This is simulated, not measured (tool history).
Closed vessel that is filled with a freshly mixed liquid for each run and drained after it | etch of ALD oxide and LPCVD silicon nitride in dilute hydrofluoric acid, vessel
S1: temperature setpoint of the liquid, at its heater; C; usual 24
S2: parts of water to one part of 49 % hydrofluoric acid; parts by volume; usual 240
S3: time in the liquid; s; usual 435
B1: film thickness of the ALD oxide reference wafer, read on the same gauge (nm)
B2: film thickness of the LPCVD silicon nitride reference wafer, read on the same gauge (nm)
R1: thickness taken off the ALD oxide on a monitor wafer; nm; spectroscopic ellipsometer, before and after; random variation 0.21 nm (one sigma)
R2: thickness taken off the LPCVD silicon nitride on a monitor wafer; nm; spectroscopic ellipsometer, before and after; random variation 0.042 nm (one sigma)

{"run": 1, "hour": 0.0, "S1": 24, "S2": 240, "S3": 435, "B1": 150.01, "B2": 49.984, "R1": 35.93, "R2": 0.995}
{"hour": 43.1, "done": "hydrofluoric acid flow meter replaced"}
{"run": 2, "hour": 94.7, "S1": 24, "S2": 240, "S3": 435, "B1": 150.03, "B2": 49.97, "R1": 33.68, "R2": 0.987}
{"run": 3, "hour": 167.0, "S1": 24, "S2": 240, "S3": 435, "B1": 150, "B2": 50.001, "R1": 33.78, "R2": 0.938}
{"run": 4, "hour": 228.8, "S1": 24, "S2": 240, "S3": 435, "B1": 149.98, "B2": 49.962, "R1": 33.92, "R2": 1.024}
{"run": 5, "hour": 317.5, "S1": 24, "S2": 240, "S3": 435, "B1": 149.96, "B2": 50.014, "R1": 33.87, "R2": 1.047}
{"run": 6, "hour": 361.8, "S1": 24, "S2": 270, "S3": 595, "B1": 149.97, "B2": 50.011, "R1": 40.36, "R2": 1.197}
{"hour": 435.9, "done": "gauge calibrated"}
{"run": 7, "hour": 452.1, "S1": 20.5, "S2": 335, "S3": 515, "B1": 150.01, "B2": 50.01, "R1": 23.13, "R2": 0.696}
{"run": 8, "hour": 549.0, "S1": 26.5, "S2": 240, "S3": 570, "B1": 149.99, "B2": 50.006, "R1": 49.74, "R2": 1.47}
{"run": 9, "hour": 643.8, "S1": 24, "S2": 155, "S3": 665, "B1": 149.97, "B2": 49.957, "R1": 90.67, "R2": 2.351}
{"run": 10, "hour": 729.5, "S1": 24, "S2": 240, "S3": 435, "B1": 149.99, "B2": 50.013, "R1": 34.76, "R2": 1.015}
{"run": 11, "hour": 799.0, "S1": 28, "S2": 325, "S3": 295, "B1": 150, "B2": 50.002, "R1": 18.24, "R2": 0.695}
{"hour": 879.9, "done": "thermometer replaced"}
{"run": 12, "hour": 891.2, "S1": 24, "S2": 240, "S3": 435, "B1": 150.01, "B2": 50.004, "R1": 33.79, "R2": 0.985}
{"run": 13, "hour": 974.4, "S1": 22.5, "S2": 240, "S3": 435, "B1": 150.02, "B2": 49.997, "R1": 32.04, "R2": 0.923}
{"run": 14, "hour": 1061.4, "S1": 21, "S2": 240, "S3": 435, "B1": 149.99, "B2": 49.992, "R1": 30.38, "R2": 0.88}
{"run": 15, "hour": 1152.8, "S1": 24, "S2": 240, "S3": 435, "B1": 150.02, "B2": 49.977, "R1": 34.02, "R2": 0.943}
{"run": 16, "hour": 1253.0, "S1": 24, "S2": 240, "S3": 610, "B1": 150.03, "B2": 49.999, "R1": 48.36, "R2": 1.475}
{"run": 17, "hour": 1345.7, "S1": 22.5, "S2": 280, "S3": 280, "B1": 149.99, "B2": 50.031, "R1": 17.6, "R2": 0.484}
{"run": 18, "hour": 1384.1, "S1": 21, "S2": 240, "S3": 210, "B1": 150.01, "B2": 50.008, "R1": 15.05, "R2": 0.372}
{"run": 19, "hour": 1433.1, "S1": 20.5, "S2": 360, "S3": 610, "B1": 150.02, "B2": 50.003, "R1": 25.65, "R2": 0.783}
{"run": 20, "hour": 1533.7, "S1": 24, "S2": 240, "S3": 435, "B1": 149.99, "B2": 50.03, "R1": 34.95, "R2": 1.027}
{"run": 21, "hour": 1641.4, "S1": 24, "S2": 345, "S3": 435, "B1": 150.01, "B2": 49.999, "R1": 22.38, "R2": 0.736}
{"run": 22, "hour": 1693.7, "S1": 19, "S2": 300, "S3": 530, "B1": 150, "B2": 50.017, "R1": 27.11, "R2": 0.723}
{"run": 23, "hour": 1781.7, "S1": 25.5, "S2": 360, "S3": 680, "B1": 150.01, "B2": 49.996, "R1": 34.59, "R2": 1.199}
{"run": 24, "hour": 1838.4, "S1": 21.5, "S2": 355, "S3": 635, "B1": 150.04, "B2": 49.999, "R1": 28.71, "R2": 0.847}
{"run": 25, "hour": 1879.9, "S1": 20, "S2": 135, "S3": 355, "B1": 150.01, "B2": 49.992, "R1": 49.62, "R2": 1.247}

The tool's hidden state at each run:
gauge reads high (%): 0 in every run
H1: liquid hotter than its thermometer reads (K)
H2: hydrofluoric acid flow above the setpoint (%)
run=1 H1=0.542 H2=5.83
run=2 H1=0.605 H2=0.231
run=3 H1=0.653 H2=0.413
run=4 H1=0.694 H2=0.568
run=5 H1=0.753 H2=0.791
run=6 H1=0.782 H2=0.903
run=7 H1=0.842 H2=1.13
run=8 H1=0.906 H2=1.37
run=9 H1=0.969 H2=1.61
run=10 H1=1.03 H2=1.83
run=11 H1=1.07 H2=2
run=12 H1=0.0776 H2=2.23
run=13 H1=0.133 H2=2.44
run=14 H1=0.191 H2=2.66
run=15 H1=0.251 H2=2.89
run=16 H1=0.318 H2=3.15
run=17 H1=0.38 H2=3.38
run=18 H1=0.405 H2=3.47
run=19 H1=0.438 H2=3.6
run=20 H1=0.504 H2=3.85
run=21 H1=0.576 H2=4.12
run=22 H1=0.611 H2=4.25
run=23 H1=0.669 H2=4.48
run=24 H1=0.707 H2=4.62
run=25 H1=0.735 H2=4.72
